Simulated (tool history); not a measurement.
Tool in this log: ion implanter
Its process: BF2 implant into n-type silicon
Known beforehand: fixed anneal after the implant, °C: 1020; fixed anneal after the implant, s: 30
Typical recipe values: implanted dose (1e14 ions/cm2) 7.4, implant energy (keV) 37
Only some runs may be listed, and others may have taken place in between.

run   hour  implanted dose (1e14 ions/cm2)  implant energy (keV)  read-back reference wafer on the same gauge, sheet resistance  sheet resistance of the implanted and annealed layer (ohm/square)
  1      0                             7.4                    37                                                         157.89                                                             168.35
  2   20.5                             7.4                    37                                                         157.94                                                              168.4
  3   37.8                             7.4                    44                                                         157.97                                                             164.06
  4   66.3                             7.4                    44                                                         158.07                                                             163.53
  5   93.9                             7.4                    44                                                         158.06                                                             164.08
  6  118.2                             7.4                    37                                                         158.01                                                                168
  7  152.3                             7.4                    37                                                         157.92                                                             167.55
  8    241                             7.4                    37                                                         158.02                                                             167.32
  9    254                             7.4                    37                                                         158.01                                                             166.98
     270.9  -- extraction supply calibrated
 10  271.4                             7.4                    37                                                         157.87                                                              166.6
 11  302.2                             7.4                    37                                                         157.78                                                             166.34
 12  328.1                             7.4                    37                                                         158.18                                                             166.46
 13  361.4                             7.4                    47                                                         157.87                                                             160.55
     386.7  -- Faraday cup replaced and dose calibrated
 14  387.2                             7.4                    47                                                         157.94                                                             167.09
 15  408.9                             7.4                    47                                                          158.1                                                             166.29
     440.7  -- gauge calibrated
 16  443.8                             7.4                    37                                                         157.91                                                             171.96
 17  460.2                            9.53                  33.5                                                          158.1                                                              146.4
 18  484.2                            5.41                    37                                                         157.74                                                             223.91
 19  509.9                             7.4                    43                                                         157.99                                                              169.2
 20  523.7                            9.11                    37                                                         158.07                                                             147.21
 21  539.3                            8.03                  41.5                                                         157.87                                                             158.87
 22  566.2                            9.36                  32.5                                                         158.14                                                             148.96
 23  583.5                            9.21                    50                                                          157.8                                                             139.33
 24  607.8                            8.93                    37                                                         157.92                                                             150.11
 25  639.1                            6.46                    32                                                         157.87                                                             195.75
 26  659.8                             7.4                    37                                                         157.99                                                             171.43
 27    694                            9.58                    41                                                         157.94                                                             140.17
 28  760.8                            6.35                  28.5                                                         158.09                                                             201.52
 29  794.4                            9.31                    48                                                          157.9                                                             138.01
 30  813.2                             7.4                    37                                                         157.96                                                             171.69
 31  839.9                             7.4                    37                                                         158.05                                                             171.88
 32  871.5                             7.4                    37                                                         157.85                                                             171.63

Difference, measured minus no-hidden-state, one row per run. Run-to-run variation is common to both terms; the gauge's own scatter need not be:
Unlogged tool condition in this case: deviation of the true dose from the Faraday cup's reading, %; deviation of the true energy from its setpoint, %; gauge reads high (%).
run  sheet resistance of the implanted and annealed layer (ohm/square)
  1                                                              -3.41
  2                                                              -3.53
  3                                                              -3.73
  4                                                              -3.89
  5                                                              -4.08
  6                                                              -4.13
  7                                                              -4.33
  8                                                              -4.92
  9                                                              -5.01
 10                                                              -5.12
 11                                                              -5.34
 12                                                              -5.52
 13                                                              -5.98
 14                                                              +0.44
 15                                                              +0.45
 16                                                              +0.42
 17                                                              +0.29
 18                                                              +0.57
 19                                                               +0.4
 20                                                              +0.29
 21                                                              +0.34
 22                                                              +0.24
 23                                                              +0.26
 24                                                              +0.23
 25                                                              +0.31
 26                                                              +0.24
 27                                                              +0.13
 28                                                              +0.08
 29                                                                 +0
 30                                                              -0.05
 31                                                              -0.11
 32                                                              -0.19
